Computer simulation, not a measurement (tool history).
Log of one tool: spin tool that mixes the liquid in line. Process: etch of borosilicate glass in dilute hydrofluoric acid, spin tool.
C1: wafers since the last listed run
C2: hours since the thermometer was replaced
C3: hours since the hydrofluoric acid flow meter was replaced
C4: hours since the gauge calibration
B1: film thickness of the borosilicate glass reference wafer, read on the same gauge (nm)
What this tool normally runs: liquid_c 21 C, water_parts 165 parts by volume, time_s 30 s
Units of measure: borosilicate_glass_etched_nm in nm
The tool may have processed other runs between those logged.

{"run": 1, "hour": 0.0, "liquid_c": 21, "water_parts": 165, "time_s": 25, "C1": 0, "C2": 678.4, "C3": 1439.9, "C4": 36.9, "B1": 90.01, "borosilicate_glass_etched_nm": 4}
{"run": 2, "hour": 12.3, "liquid_c": 21, "water_parts": 130, "time_s": 30, "C1": 160, "C2": 690.7, "C3": 1452.2, "C4": 49.2, "B1": 90.01, "borosilicate_glass_etched_nm": 6.38}
{"run": 3, "hour": 28.0, "liquid_c": 21, "water_parts": 130, "time_s": 30, "C1": 205, "C2": 706.4, "C3": 1467.9, "C4": 64.9, "B1": 90.01, "borosilicate_glass_etched_nm": 6.27}
{"run": 4, "hour": 36.2, "liquid_c": 21, "water_parts": 130, "time_s": 30, "C1": 107, "C2": 714.6, "C3": 1476.1, "C4": 73.1, "B1": 89.95, "borosilicate_glass_etched_nm": 6.29}
{"run": 5, "hour": 53.1, "liquid_c": 21, "water_parts": 165, "time_s": 30, "C1": 220, "C2": 731.5, "C3": 1493, "C4": 90, "B1": 90.02, "borosilicate_glass_etched_nm": 4.76}
{"run": 6, "hour": 63.7, "liquid_c": 21, "water_parts": 165, "time_s": 30, "C1": 138, "C2": 742.1, "C3": 1503.6, "C4": 100.6, "B1": 90.02, "borosilicate_glass_etched_nm": 4.75}
{"run": 7, "hour": 76.5, "liquid_c": 21, "water_parts": 165, "time_s": 30, "C1": 167, "C2": 754.9, "C3": 1516.4, "C4": 113.4, "B1": 90.01, "borosilicate_glass_etched_nm": 4.76}
{"run": 8, "hour": 83.3, "liquid_c": 21, "water_parts": 165, "time_s": 30, "C1": 88, "C2": 761.7, "C3": 1523.2, "C4": 120.2, "B1": 89.99, "borosilicate_glass_etched_nm": 4.78}
{"run": 9, "hour": 97.0, "liquid_c": 21, "water_parts": 165, "time_s": 30, "C1": 179, "C2": 775.4, "C3": 1536.9, "C4": 133.9, "B1": 89.99, "borosilicate_glass_etched_nm": 4.68}
{"run": 10, "hour": 103.9, "liquid_c": 21, "water_parts": 165, "time_s": 30, "C1": 90, "C2": 782.3, "C3": 1543.8, "C4": 140.8, "B1": 90.02, "borosilicate_glass_etched_nm": 4.72}
{"run": 11, "hour": 115.3, "liquid_c": 21, "water_parts": 165, "time_s": 30, "C1": 148, "C2": 793.7, "C3": 1555.2, "C4": 152.2, "B1": 89.98, "borosilicate_glass_etched_nm": 4.69}
{"hour": 118.7, "done": "thermometer replaced"}
{"run": 12, "hour": 121.8, "liquid_c": 21, "water_parts": 165, "time_s": 30, "C1": 71, "C2": 3.1, "C3": 1561.7, "C4": 158.7, "B1": 90, "borosilicate_glass_etched_nm": 4.71}
{"run": 13, "hour": 136.0, "liquid_c": 21, "water_parts": 165, "time_s": 30, "C1": 185, "C2": 17.3, "C3": 1575.9, "C4": 172.9, "B1": 90.04, "borosilicate_glass_etched_nm": 4.74}
{"run": 14, "hour": 147.8, "liquid_c": 21, "water_parts": 165, "time_s": 30, "C1": 154, "C2": 29.1, "C3": 1587.7, "C4": 184.7, "B1": 90.03, "borosilicate_glass_etched_nm": 4.67}
{"hour": 152.1, "done": "gauge calibrated"}
{"run": 15, "hour": 163.6, "liquid_c": 21, "water_parts": 165, "time_s": 30, "C1": 206, "C2": 44.9, "C3": 1603.5, "C4": 11.5, "B1": 90.01, "borosilicate_glass_etched_nm": 4.72}
{"run": 16, "hour": 172.6, "liquid_c": 21, "water_parts": 165, "time_s": 30, "C1": 117, "C2": 53.9, "C3": 1612.5, "C4": 20.5, "B1": 90, "borosilicate_glass_etched_nm": 4.7}
{"run": 17, "hour": 199.8, "liquid_c": 23.5, "water_parts": 165, "time_s": 40, "C1": 355, "C2": 81.1, "C3": 1639.7, "C4": 47.7, "B1": 90.01, "borosilicate_glass_etched_nm": 6.88}
{"run": 18, "hour": 211.6, "liquid_c": 18.5, "water_parts": 200, "time_s": 50, "C1": 154, "C2": 92.9, "C3": 1651.5, "C4": 59.5, "B1": 90.01, "borosilicate_glass_etched_nm": 5.65}
{"run": 19, "hour": 220.6, "liquid_c": 21, "water_parts": 165, "time_s": 30, "C1": 117, "C2": 101.9, "C3": 1660.5, "C4": 68.5, "B1": 89.98, "borosilicate_glass_etched_nm": 4.69}
{"run": 20, "hour": 237.3, "liquid_c": 21, "water_parts": 165, "time_s": 30, "C1": 218, "C2": 118.6, "C3": 1677.2, "C4": 85.2, "B1": 90.01, "borosilicate_glass_etched_nm": 4.61}
{"run": 21, "hour": 253.5, "liquid_c": 17, "water_parts": 110, "time_s": 20, "C1": 211, "C2": 134.8, "C3": 1693.4, "C4": 101.4, "B1": 89.99, "borosilicate_glass_etched_nm": 4.25}
{"run": 22, "hour": 264.8, "liquid_c": 19, "water_parts": 165, "time_s": 15, "C1": 147, "C2": 146.1, "C3": 1704.7, "C4": 112.7, "B1": 89.98, "borosilicate_glass_etched_nm": 2.13}
{"run": 23, "hour": 271.8, "liquid_c": 23.5, "water_parts": 220, "time_s": 30, "C1": 91, "C2": 153.1, "C3": 1711.7, "C4": 119.7, "B1": 90.02, "borosilicate_glass_etched_nm": 3.58}
{"run": 24, "hour": 289.5, "liquid_c": 18.5, "water_parts": 200, "time_s": 50, "C1": 231, "C2": 170.8, "C3": 1729.4, "C4": 137.4, "B1": 90, "borosilicate_glass_etched_nm": 5.61}
{"hour": 293.2, "done": "hydrofluoric acid flow meter replaced"}
{"run": 25, "hour": 302.8, "liquid_c": 21, "water_parts": 120, "time_s": 50, "C1": 160, "C2": 184.1, "C3": 9.6, "C4": 150.7, "B1": 90, "borosilicate_glass_etched_nm": 13.17}
{"run": 26, "hour": 319.9, "liquid_c": 21, "water_parts": 90, "time_s": 30, "C1": 223, "C2": 201.2, "C3": 26.7, "C4": 167.8, "B1": 89.98, "borosilicate_glass_etched_nm": 10.73}
{"run": 27, "hour": 335.8, "liquid_c": 21, "water_parts": 165, "time_s": 30, "C1": 207, "C2": 217.1, "C3": 42.6, "C4": 183.7, "B1": 90, "borosilicate_glass_etched_nm": 5.36}
{"run": 28, "hour": 344.7, "liquid_c": 25, "water_parts": 120, "time_s": 40, "C1": 116, "C2": 226, "C3": 51.5, "C4": 192.6, "B1": 89.99, "borosilicate_glass_etched_nm": 12.02}
{"run": 29, "hour": 354.3, "liquid_c": 17, "water_parts": 240, "time_s": 30, "C1": 125, "C2": 235.6, "C3": 61.1, "C4": 202.2, "B1": 90.01, "borosilicate_glass_etched_nm": 2.95}
{"hour": 355.1, "done": "gauge calibrated"}
{"run": 30, "hour": 362.8, "liquid_c": 21, "water_parts": 165, "time_s": 30, "C1": 111, "C2": 244.1, "C3": 69.6, "C4": 7.7, "B1": 90.03, "borosilicate_glass_etched_nm": 5.44}
{"run": 31, "hour": 375.5, "liquid_c": 21, "water_parts": 140, "time_s": 30, "C1": 165, "C2": 256.8, "C3": 82.3, "C4": 20.4, "B1": 90.01, "borosilicate_glass_etched_nm": 6.49}
{"run": 32, "hour": 389.3, "liquid_c": 19, "water_parts": 125, "time_s": 40, "C1": 180, "C2": 270.6, "C3": 96.1, "C4": 34.2, "B1": 89.99, "borosilicate_glass_etched_nm": 8.99}

Each row is a separate what-if for the run after 32, all from the same tool condition, not one after another. Results?
{"run": "A", "hour": 389.7, "liquid_c": 21, "water_parts": 165, "time_s": 30, "C1": 5, "C2": 271, "C3": 96.5, "C4": 34.6, "B1": "?", "borosilicate_glass_etched_nm": "?"}
{"run": "B", "hour": 389.7, "liquid_c": 17.5, "water_parts": 200, "time_s": 30, "C1": 5, "C2": 271, "C3": 96.5, "C4": 34.6, "B1": "?", "borosilicate_glass_etched_nm": "?"}
{"run": "C", "hour": 389.7, "liquid_c": 26, "water_parts": 245, "time_s": 15, "C1": 5, "C2": 271, "C3": 96.5, "C4": 34.6, "B1": "?", "borosilicate_glass_etched_nm": "?"}

run=A B1=90.05 borosilicate_glass_etched_nm=5.41
run=B B1=90.05 borosilicate_glass_etched_nm=3.76
run=C B1=90.05 borosilicate_glass_etched_nm=2.01
Had the tool no hidden state, the same runs would have come out as:
run=A borosilicate_glass_etched_nm=5.52
run=B borosilicate_glass_etched_nm=3.84
run=C borosilicate_glass_etched_nm=2.06

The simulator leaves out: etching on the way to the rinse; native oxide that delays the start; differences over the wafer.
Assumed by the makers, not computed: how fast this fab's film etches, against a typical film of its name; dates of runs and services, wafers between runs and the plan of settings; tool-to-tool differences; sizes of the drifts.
